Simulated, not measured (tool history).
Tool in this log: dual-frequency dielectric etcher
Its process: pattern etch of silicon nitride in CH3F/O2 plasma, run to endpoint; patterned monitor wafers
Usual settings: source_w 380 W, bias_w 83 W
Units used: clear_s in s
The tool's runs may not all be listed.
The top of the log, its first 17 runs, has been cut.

run    hour  source_w  bias_w  incoming incoming film thickness, nm  clear_s
 18   606.2       380      83                                  54.4     62.5
 19   630.3       380      89                                  54.5     60.4
 20   646.1       380      96                                  54.3     58.3
 21   658.3       440      72                                  54.3     60.6
      664.8  -- bias power generator calibrated
 22   678.5       380      83                                  53.9     60.7
 23   692.2       330      83                                  54.4     66.7
 24   715.8       450      73                                  53.9     58.9
 25   740.1       380      83                                  54.4     61.3
 26   762.8       310      83                                  54.4     68.7
 27   788.0       420      73                                  55.0     61.7
      866.0  -- wet clean of the chamber
 28   876.6       380      83                                  54.6     63.0
 29   897.8       380      72                                  53.7     65.4
 30   913.3       380      83                                  54.9     63.2
 31   940.6       380      83                                  54.1     62.0
 32   953.5       330      91                                  54.2     64.5
 33   989.2       410      97                                  54.0     56.1
 34  1010.5       300      73                                  54.5     75.0
 35  1031.4       320      63                                  54.1     75.9

4 ways to go on from here, each from the tool as it stands after run 35. What would each give?
  A  1031.9       470      83                                  54.8        ?
  B  1031.9       380      70                                  54.8        ?
  C  1031.9       310     102                                  54.8        ?
  D  1031.9       310      63                                  54.8        ?

run  clear_s
  A     56.2
  B     67.0
  C     64.4
  D     78.4
What these runs would have given with no unlogged condition in the tool:
run  clear_s
  A     57.1
  B     68.1
  C     65.5
  D     79.7
